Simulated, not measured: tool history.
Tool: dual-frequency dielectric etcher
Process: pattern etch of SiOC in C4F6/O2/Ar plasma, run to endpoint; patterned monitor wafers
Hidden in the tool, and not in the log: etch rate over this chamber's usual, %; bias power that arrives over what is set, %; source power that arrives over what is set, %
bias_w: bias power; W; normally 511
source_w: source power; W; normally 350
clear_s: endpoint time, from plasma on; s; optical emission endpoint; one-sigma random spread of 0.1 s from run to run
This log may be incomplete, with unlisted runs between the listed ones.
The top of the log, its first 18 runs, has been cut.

run,hour,bias_w,source_w,wafers since the last listed run,hours since the last wet clean,hours since the last bias power generator calibration,hours since the last source power generator calibration,hours since the last upper electrode change,"incoming incoming film thickness, nm",clear_s
19,314.7,592,420,3,593.9,30.7,46.8,0.8,45.99,14.7
# hour 366.7: wet clean of the chamber
20,367.2,511,310,379,0.5,83.2,99.3,53.3,46.84,17.4
21,367.5,511,380,3,0.8,83.5,99.6,53.6,46.83,15.7
22,369.4,511,350,25,2.7,85.4,101.5,55.5,46.74,16.4
23,385.3,511,350,211,18.6,101.3,117.4,71.4,46.36,16.3
24,401.9,599,400,221,35.2,117.9,134,88,46.98,14.7
25,413,592,310,147,46.3,129,145.1,99.1,47.1,16.6
26,429.9,511,430,225,63.2,145.9,162,116,46.58,15.1
27,440.7,552,380,143,74,156.7,172.8,126.8,46.62,15.6
28,450.1,549,350,125,83.4,166.1,182.2,136.2,46.52,16.1
29,460.5,446,270,138,93.8,176.5,192.6,146.6,46.48,19.1
30,478.3,511,350,237,111.6,194.3,210.4,164.4,46.74,16.5
31,495.6,391,260,230,128.9,211.6,227.7,181.7,46.76,20.5
32,502.3,545,270,89,135.6,218.3,234.4,188.4,47.06,18.4
33,517,511,350,195,150.3,233,249.1,203.1,46.68,16.5
34,534.3,587,350,230,167.6,250.3,266.4,220.4,47.25,16
35,546.5,462,350,162,179.8,262.5,278.6,232.6,46.62,17.2

Forecast each of these 4 alternatives for the next run:
A,546.9,511,350,5,180.2,262.9,279,233,46.85,?
B,546.9,553,350,5,180.2,262.9,279,233,46.85,?
C,546.9,625,310,5,180.2,262.9,279,233,46.85,?
D,546.9,543,390,5,180.2,262.9,279,233,46.85,?

run,clear_s
A,16.7
B,16.3
C,16.3
D,15.7
Take away the tool's hidden state, keep each run's random variation, and the runs would have read:
run,clear_s
A,16.6
B,16.1
C,16.2
D,15.5
